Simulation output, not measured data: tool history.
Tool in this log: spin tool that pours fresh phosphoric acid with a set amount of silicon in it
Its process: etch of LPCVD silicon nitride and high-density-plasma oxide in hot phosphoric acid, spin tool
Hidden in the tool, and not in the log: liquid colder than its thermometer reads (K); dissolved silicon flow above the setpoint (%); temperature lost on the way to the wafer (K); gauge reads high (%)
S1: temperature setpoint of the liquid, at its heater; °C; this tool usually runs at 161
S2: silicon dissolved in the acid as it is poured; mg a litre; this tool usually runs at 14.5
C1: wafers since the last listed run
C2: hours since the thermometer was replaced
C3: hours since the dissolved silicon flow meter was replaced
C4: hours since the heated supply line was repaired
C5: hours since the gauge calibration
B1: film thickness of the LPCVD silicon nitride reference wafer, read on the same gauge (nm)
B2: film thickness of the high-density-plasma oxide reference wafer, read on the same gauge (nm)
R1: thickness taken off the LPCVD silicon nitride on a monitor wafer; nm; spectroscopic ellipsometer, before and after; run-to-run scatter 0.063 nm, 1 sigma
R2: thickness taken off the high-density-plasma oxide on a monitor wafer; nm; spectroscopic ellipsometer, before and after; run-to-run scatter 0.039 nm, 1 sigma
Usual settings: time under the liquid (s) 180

{"run": 1, "hour": 0.0, "S1": 161, "S2": 14.5, "time under the liquid (s)": 180, "C1": 0, "C2": 1819.8, "C3": 490.1, "C4": 1103.9, "C5": 82.4, "B1": 109.98, "B2": 79.931, "R1": 13.84, "R2": 0.676}
{"hour": 31.2, "done": "dissolved silicon flow meter replaced"}
{"run": 2, "hour": 67.0, "S1": 161, "S2": 18, "time under the liquid (s)": 180, "C1": 467, "C2": 1886.8, "C3": 35.8, "C4": 1170.9, "C5": 149.4, "B1": 110, "B2": 80.02, "R1": 13.72, "R2": 0.616}
{"run": 3, "hour": 94.0, "S1": 163, "S2": 14.5, "time under the liquid (s)": 180, "C1": 191, "C2": 1913.8, "C3": 62.8, "C4": 1197.9, "C5": 176.4, "B1": 110.03, "B2": 79.99, "R1": 14.66, "R2": 0.782}
{"run": 4, "hour": 146.0, "S1": 162.5, "S2": 14.5, "time under the liquid (s)": 180, "C1": 367, "C2": 1965.8, "C3": 114.8, "C4": 1249.9, "C5": 228.4, "B1": 110.04, "B2": 80.004, "R1": 14.45, "R2": 0.67}
{"run": 5, "hour": 172.4, "S1": 162.5, "S2": 14.5, "time under the liquid (s)": 180, "C1": 186, "C2": 1992.2, "C3": 141.2, "C4": 1276.3, "C5": 254.8, "B1": 110.02, "B2": 79.99, "R1": 14.34, "R2": 0.77}
{"run": 6, "hour": 208.2, "S1": 161, "S2": 14.5, "time under the liquid (s)": 245, "C1": 253, "C2": 2028, "C3": 177, "C4": 1312.1, "C5": 290.6, "B1": 110.02, "B2": 79.99, "R1": 18.57, "R2": 0.877}
{"run": 7, "hour": 241.0, "S1": 161, "S2": 14.5, "time under the liquid (s)": 180, "C1": 232, "C2": 2060.8, "C3": 209.8, "C4": 1344.9, "C5": 323.4, "B1": 109.99, "B2": 79.972, "R1": 13.65, "R2": 0.639}
{"run": 8, "hour": 301.4, "S1": 161, "S2": 14.5, "time under the liquid (s)": 180, "C1": 427, "C2": 2121.2, "C3": 270.2, "C4": 1405.3, "C5": 383.8, "B1": 109.99, "B2": 79.999, "R1": 13.69, "R2": 0.701}
{"run": 9, "hour": 333.6, "S1": 161, "S2": 14.5, "time under the liquid (s)": 180, "C1": 227, "C2": 2153.4, "C3": 302.4, "C4": 1437.5, "C5": 416, "B1": 110.03, "B2": 79.981, "R1": 13.64, "R2": 0.642}
{"run": 10, "hour": 393.8, "S1": 161, "S2": 14.5, "time under the liquid (s)": 180, "C1": 425, "C2": 2213.6, "C3": 362.6, "C4": 1497.7, "C5": 476.2, "B1": 109.98, "B2": 80.035, "R1": 13.6, "R2": 0.707}
{"hour": 405.9, "done": "gauge calibrated"}
{"run": 11, "hour": 422.9, "S1": 158.5, "S2": 14.5, "time under the liquid (s)": 180, "C1": 205, "C2": 2242.7, "C3": 391.7, "C4": 1526.8, "C5": 17, "B1": 110, "B2": 79.976, "R1": 12.48, "R2": 0.548}
{"run": 12, "hour": 463.0, "S1": 161, "S2": 14.5, "time under the liquid (s)": 180, "C1": 283, "C2": 2282.8, "C3": 431.8, "C4": 1566.9, "C5": 57.1, "B1": 109.97, "B2": 79.929, "R1": 13.64, "R2": 0.76}
{"run": 13, "hour": 499.4, "S1": 161, "S2": 17.5, "time under the liquid (s)": 270, "C1": 257, "C2": 2319.2, "C3": 468.2, "C4": 1603.3, "C5": 93.5, "B1": 110.02, "B2": 80.04, "R1": 20.15, "R2": 0.932}
{"run": 14, "hour": 526.2, "S1": 161, "S2": 14.5, "time under the liquid (s)": 145, "C1": 189, "C2": 2346, "C3": 495, "C4": 1630.1, "C5": 120.3, "B1": 110.04, "B2": 80.028, "R1": 10.92, "R2": 0.536}
{"hour": 588.6, "done": "dissolved silicon flow meter replaced"}
{"run": 15, "hour": 591.7, "S1": 161, "S2": 14.5, "time under the liquid (s)": 180, "C1": 456, "C2": 2411.5, "C3": 3.1, "C4": 1695.6, "C5": 185.8, "B1": 109.98, "B2": 79.988, "R1": 13.51, "R2": 0.661}
{"run": 16, "hour": 639.6, "S1": 163.5, "S2": 10, "time under the liquid (s)": 180, "C1": 338, "C2": 2459.4, "C3": 51, "C4": 1743.5, "C5": 233.7, "B1": 110.01, "B2": 80.025, "R1": 14.69, "R2": 0.883}
{"hour": 660.3, "done": "heated supply line repaired"}
{"run": 17, "hour": 707.9, "S1": 161, "S2": 14.5, "time under the liquid (s)": 180, "C1": 476, "C2": 2527.7, "C3": 119.3, "C4": 47.6, "C5": 302, "B1": 110.03, "B2": 79.988, "R1": 14.11, "R2": 0.706}
{"hour": 716.6, "done": "thermometer replaced"}
{"run": 18, "hour": 772.1, "S1": 162.5, "S2": 22, "time under the liquid (s)": 230, "C1": 447, "C2": 55.5, "C3": 183.5, "C4": 111.8, "C5": 366.2, "B1": 109.97, "B2": 80.008, "R1": 19.14, "R2": 0.813}
{"hour": 835.1, "done": "gauge calibrated"}
{"run": 19, "hour": 884.3, "S1": 161, "S2": 14.5, "time under the liquid (s)": 95, "C1": 793, "C2": 167.7, "C3": 295.7, "C4": 224, "C5": 49.2, "B1": 110.02, "B2": 79.978, "R1": 7.43, "R2": 0.415}
{"run": 20, "hour": 922.6, "S1": 163.5, "S2": 7.5, "time under the liquid (s)": 130, "C1": 271, "C2": 206, "C3": 334, "C4": 262.3, "C5": 87.5, "B1": 109.93, "B2": 79.973, "R1": 11.07, "R2": 0.769}

For some of the steps in R1 from one run to the next: how much would appear even if the tool had no hidden state, given the settings, what came in and random variation, and how much remains for the hidden state plus any gauge scatter that the measured result and the result without hidden state don't share?
Run 13 -> 14: S2 17.5 -> 14.5, time under the liquid (s) 270 -> 145. R1 -9.23 nm: hidden state +0.47, all else -9.7.
Run 16 -> 17: S1 163.5 -> 161, S2 10 -> 14.5, heated supply line repaired. R1 -0.58 nm: hidden state +0.75, all else -1.33.
Run 18 -> 19: S1 162.5 -> 161, S2 22 -> 14.5, time under the liquid (s) 230 -> 95, gauge calibrated. R1 -11.71 nm: hidden state +0.07, all else -11.78.
